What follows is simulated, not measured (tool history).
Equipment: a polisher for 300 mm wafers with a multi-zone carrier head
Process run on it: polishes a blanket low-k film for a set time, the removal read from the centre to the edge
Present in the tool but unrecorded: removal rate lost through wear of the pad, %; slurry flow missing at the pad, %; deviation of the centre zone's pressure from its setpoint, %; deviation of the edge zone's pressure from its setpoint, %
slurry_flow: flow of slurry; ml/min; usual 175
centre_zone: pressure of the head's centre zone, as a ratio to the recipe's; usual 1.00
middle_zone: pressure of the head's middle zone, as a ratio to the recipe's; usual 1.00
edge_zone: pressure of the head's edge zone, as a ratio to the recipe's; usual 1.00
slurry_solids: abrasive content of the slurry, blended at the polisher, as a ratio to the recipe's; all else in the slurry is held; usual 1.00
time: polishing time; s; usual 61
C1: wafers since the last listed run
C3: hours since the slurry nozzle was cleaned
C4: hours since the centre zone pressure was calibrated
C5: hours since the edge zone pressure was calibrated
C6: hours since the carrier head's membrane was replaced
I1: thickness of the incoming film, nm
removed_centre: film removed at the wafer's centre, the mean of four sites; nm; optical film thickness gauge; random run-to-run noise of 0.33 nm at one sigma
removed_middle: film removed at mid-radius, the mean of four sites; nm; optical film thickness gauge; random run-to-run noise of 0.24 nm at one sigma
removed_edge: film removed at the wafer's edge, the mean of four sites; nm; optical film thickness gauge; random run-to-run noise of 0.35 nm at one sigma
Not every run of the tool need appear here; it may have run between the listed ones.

{"run": 1, "hour": 0.0, "slurry_flow": 175, "centre_zone": 1.0, "middle_zone": 1.0, "edge_zone": 1.0, "slurry_solids": 1.0, "time": 61, "C1": 0, "wafers polished on this pad": 1390, "C3": 663.8, "C4": 691.7, "C5": 635.7, "C6": 1028.8, "I1": 532.1, "removed_centre": 26.4, "removed_middle": 25.5, "removed_edge": 25.3}
{"hour": 9.1, "done": "worn pad replaced by a new one"}
{"run": 2, "hour": 15.8, "slurry_flow": 175, "centre_zone": 1.0, "middle_zone": 1.0, "edge_zone": 1.0, "slurry_solids": 1.0, "time": 61, "C1": 140, "wafers polished on this pad": 79, "C3": 679.6, "C4": 707.5, "C5": 651.5, "C6": 1044.6, "I1": 542.6, "removed_centre": 27.9, "removed_middle": 27.0, "removed_edge": 27.8}
{"run": 3, "hour": 30.9, "slurry_flow": 175, "centre_zone": 1.0, "middle_zone": 1.0, "edge_zone": 1.0, "slurry_solids": 1.0, "time": 61, "C1": 179, "wafers polished on this pad": 259, "C3": 694.7, "C4": 722.6, "C5": 666.6, "C6": 1059.7, "I1": 538.4, "removed_centre": 26.5, "removed_middle": 26.3, "removed_edge": 27.2}
{"run": 4, "hour": 51.5, "slurry_flow": 175, "centre_zone": 1.03, "middle_zone": 1.0, "edge_zone": 1.0, "slurry_solids": 1.0, "time": 61, "C1": 245, "wafers polished on this pad": 504, "C3": 715.3, "C4": 743.2, "C5": 687.2, "C6": 1080.3, "I1": 543.1, "removed_centre": 26.7, "removed_middle": 25.8, "removed_edge": 26.3}
{"run": 5, "hour": 64.1, "slurry_flow": 175, "centre_zone": 1.0, "middle_zone": 1.0, "edge_zone": 1.0, "slurry_solids": 1.0, "time": 61, "C1": 149, "wafers polished on this pad": 654, "C3": 727.9, "C4": 755.8, "C5": 699.8, "C6": 1092.9, "I1": 542.2, "removed_centre": 26.1, "removed_middle": 25.4, "removed_edge": 25.6}
{"run": 6, "hour": 78.1, "slurry_flow": 175, "centre_zone": 1.0, "middle_zone": 1.0, "edge_zone": 1.0, "slurry_solids": 1.0, "time": 61, "C1": 166, "wafers polished on this pad": 821, "C3": 741.9, "C4": 769.8, "C5": 713.8, "C6": 1106.9, "I1": 543.5, "removed_centre": 25.7, "removed_middle": 25.2, "removed_edge": 25.3}
{"run": 7, "hour": 92.7, "slurry_flow": 175, "centre_zone": 1.0, "middle_zone": 1.0, "edge_zone": 1.0, "slurry_solids": 1.0, "time": 61, "C1": 173, "wafers polished on this pad": 995, "C3": 756.5, "C4": 784.4, "C5": 728.4, "C6": 1121.5, "I1": 540.3, "removed_centre": 26.1, "removed_middle": 25.2, "removed_edge": 25.8}
{"run": 8, "hour": 102.0, "slurry_flow": 175, "centre_zone": 1.0, "middle_zone": 1.0, "edge_zone": 1.0, "slurry_solids": 1.0, "time": 61, "C1": 110, "wafers polished on this pad": 1105, "C3": 765.8, "C4": 793.7, "C5": 737.7, "C6": 1130.8, "I1": 532.1, "removed_centre": 25.3, "removed_middle": 24.7, "removed_edge": 25.3}
{"hour": 105.9, "done": "slurry nozzle cleaned"}
{"hour": 114.6, "done": "carrier head's membrane replaced by a new one"}
{"run": 9, "hour": 115.1, "slurry_flow": 175, "centre_zone": 1.0, "middle_zone": 1.0, "edge_zone": 1.0, "slurry_solids": 1.0, "time": 61, "C1": 84, "wafers polished on this pad": 1190, "C3": 9.2, "C4": 806.8, "C5": 750.8, "C6": 0.5, "I1": 538.5, "removed_centre": 25.2, "removed_middle": 25.4, "removed_edge": 26.1}
{"run": 10, "hour": 120.3, "slurry_flow": 145, "centre_zone": 1.0, "middle_zone": 1.12, "edge_zone": 1.0, "slurry_solids": 1.0, "time": 61, "C1": 61, "wafers polished on this pad": 1252, "C3": 14.4, "C4": 812.0, "C5": 756.0, "C6": 5.7, "I1": 535.6, "removed_centre": 25.6, "removed_middle": 27.2, "removed_edge": 25.3}
{"hour": 127.2, "done": "worn pad replaced by a new one"}
{"run": 11, "hour": 127.7, "slurry_flow": 175, "centre_zone": 1.0, "middle_zone": 1.0, "edge_zone": 1.0, "slurry_solids": 1.0, "time": 61, "C1": 40, "wafers polished on this pad": 6, "C3": 21.8, "C4": 819.4, "C5": 763.4, "C6": 13.1, "I1": 531.6, "removed_centre": 28.6, "removed_middle": 27.4, "removed_edge": 27.7}
{"run": 12, "hour": 143.7, "slurry_flow": 175, "centre_zone": 1.09, "middle_zone": 1.09, "edge_zone": 1.0, "slurry_solids": 1.1, "time": 79, "C1": 190, "wafers polished on this pad": 196, "C3": 37.8, "C4": 835.4, "C5": 779.4, "C6": 29.1, "I1": 540.8, "removed_centre": 40.3, "removed_middle": 39.4, "removed_edge": 36.8}
{"run": 13, "hour": 152.8, "slurry_flow": 235, "centre_zone": 1.0, "middle_zone": 0.95, "edge_zone": 1.0, "slurry_solids": 1.0, "time": 48, "C1": 108, "wafers polished on this pad": 304, "C3": 46.9, "C4": 844.5, "C5": 788.5, "C6": 38.2, "I1": 543.3, "removed_centre": 21.6, "removed_middle": 20.4, "removed_edge": 21.5}
{"run": 14, "hour": 160.1, "slurry_flow": 175, "centre_zone": 1.0, "middle_zone": 1.0, "edge_zone": 1.0, "slurry_solids": 1.2, "time": 74, "C1": 86, "wafers polished on this pad": 391, "C3": 54.2, "C4": 851.8, "C5": 795.8, "C6": 45.5, "I1": 542.5, "removed_centre": 36.0, "removed_middle": 34.5, "removed_edge": 34.8}
{"run": 15, "hour": 167.5, "slurry_flow": 205, "centre_zone": 1.0, "middle_zone": 1.0, "edge_zone": 1.0, "slurry_solids": 0.85, "time": 51, "C1": 88, "wafers polished on this pad": 479, "C3": 61.6, "C4": 859.2, "C5": 803.2, "C6": 52.9, "I1": 539.8, "removed_centre": 20.4, "removed_middle": 19.9, "removed_edge": 20.0}
{"run": 16, "hour": 183.9, "slurry_flow": 205, "centre_zone": 1.0, "middle_zone": 1.0, "edge_zone": 1.0, "slurry_solids": 0.85, "time": 51, "C1": 195, "wafers polished on this pad": 675, "C3": 78.0, "C4": 875.6, "C5": 819.6, "C6": 69.3, "I1": 543.4, "removed_centre": 19.9, "removed_middle": 19.7, "removed_edge": 19.8}
{"hour": 193.3, "done": "edge zone pressure recalibrated"}
{"run": 17, "hour": 193.8, "slurry_flow": 175, "centre_zone": 1.0, "middle_zone": 0.89, "edge_zone": 0.89, "slurry_solids": 1.0, "time": 61, "C1": 94, "wafers polished on this pad": 769, "C3": 87.9, "C4": 885.5, "C5": 0.5, "C6": 79.2, "I1": 551.0, "removed_centre": 26.2, "removed_middle": 23.3, "removed_edge": 24.7}
{"hour": 206.8, "done": "centre zone pressure recalibrated"}
{"run": 18, "hour": 208.6, "slurry_flow": 175, "centre_zone": 1.0, "middle_zone": 1.0, "edge_zone": 1.0, "slurry_solids": 1.0, "time": 43, "C1": 152, "wafers polished on this pad": 921, "C3": 102.7, "C4": 1.8, "C5": 15.3, "C6": 94.0, "I1": 544.6, "removed_centre": 18.5, "removed_middle": 17.8, "removed_edge": 18.4}
{"hour": 234.5, "done": "worn pad replaced by a new one"}
{"run": 19, "hour": 245.1, "slurry_flow": 175, "centre_zone": 1.0, "middle_zone": 1.0, "edge_zone": 1.1, "slurry_solids": 1.0, "time": 69, "C1": 386, "wafers polished on this pad": 126, "C3": 139.2, "C4": 38.3, "C5": 51.8, "C6": 130.5, "I1": 532.8, "removed_centre": 31.0, "removed_middle": 30.4, "removed_edge": 33.3}
{"run": 20, "hour": 255.9, "slurry_flow": 175, "centre_zone": 1.0, "middle_zone": 1.0, "edge_zone": 1.0, "slurry_solids": 1.0, "time": 61, "C1": 128, "wafers polished on this pad": 254, "C3": 150.0, "C4": 49.1, "C5": 62.6, "C6": 141.3, "I1": 540.9, "removed_centre": 26.7, "removed_middle": 26.1, "removed_edge": 26.8}
{"run": 21, "hour": 270.5, "slurry_flow": 175, "centre_zone": 1.0, "middle_zone": 1.0, "edge_zone": 1.0, "slurry_solids": 1.0, "time": 61, "C1": 173, "wafers polished on this pad": 428, "C3": 164.6, "C4": 63.7, "C5": 77.2, "C6": 155.9, "I1": 533.2, "removed_centre": 26.4, "removed_middle": 25.7, "removed_edge": 26.2}
{"run": 22, "hour": 286.9, "slurry_flow": 155, "centre_zone": 1.0, "middle_zone": 1.0, "edge_zone": 1.0, "slurry_solids": 0.9, "time": 61, "C1": 195, "wafers polished on this pad": 623, "C3": 181.0, "C4": 80.1, "C5": 93.6, "C6": 172.3, "I1": 546.4, "removed_centre": 24.3, "removed_middle": 23.5, "removed_edge": 23.5}
{"run": 23, "hour": 294.9, "slurry_flow": 175, "centre_zone": 1.0, "middle_zone": 1.0, "edge_zone": 1.0, "slurry_solids": 1.0, "time": 61, "C1": 95, "wafers polished on this pad": 718, "C3": 189.0, "C4": 88.1, "C5": 101.6, "C6": 180.3, "I1": 541.6, "removed_centre": 26.5, "removed_middle": 25.9, "removed_edge": 26.2}

Measured minus without-hidden-state, run by run (identical run-to-run variation in each term; gauge scatter may differ):
run=1 removed_centre=-2.3 removed_middle=-2.3 removed_edge=-2.2
run=2 removed_centre=-0.7 removed_middle=-0.7 removed_edge=-0.8
run=3 removed_centre=-1.4 removed_middle=-1.3 removed_edge=-1.4
run=4 removed_centre=-2.0 removed_middle=-1.9 removed_edge=-1.9
run=5 removed_centre=-2.2 removed_middle=-2.1 removed_edge=-2.1
run=6 removed_centre=-2.3 removed_middle=-2.2 removed_edge=-2.3
run=7 removed_centre=-2.4 removed_middle=-2.3 removed_edge=-2.5
run=8 removed_centre=-2.5 removed_middle=-2.4 removed_edge=-2.4
run=9 removed_centre=-2.5 removed_middle=-2.5 removed_edge=-2.6
run=10 removed_centre=-2.6 removed_middle=-2.7 removed_edge=-2.6
run=11 removed_centre=+0.0 removed_middle=-0.1 removed_edge=-0.1
run=12 removed_centre=-1.3 removed_middle=-1.2 removed_edge=-1.1
run=13 removed_centre=-1.0 removed_middle=-0.9 removed_edge=-0.9
run=14 removed_centre=-1.9 removed_middle=-1.8 removed_edge=-1.9
run=15 removed_centre=-1.2 removed_middle=-1.2 removed_edge=-1.2
run=16 removed_centre=-1.4 removed_middle=-1.4 removed_edge=-1.5
run=17 removed_centre=-2.0 removed_middle=-1.7 removed_edge=-1.9
run=18 removed_centre=-1.5 removed_middle=-1.4 removed_edge=-1.4
run=19 removed_centre=-0.8 removed_middle=-0.8 removed_edge=-0.8
run=20 removed_centre=-1.1 removed_middle=-1.0 removed_edge=-1.1
run=21 removed_centre=-1.5 removed_middle=-1.5 removed_edge=-1.6
run=22 removed_centre=-1.7 removed_middle=-1.7 removed_edge=-1.7
run=23 removed_centre=-2.0 removed_middle=-2.0 removed_edge=-1.9
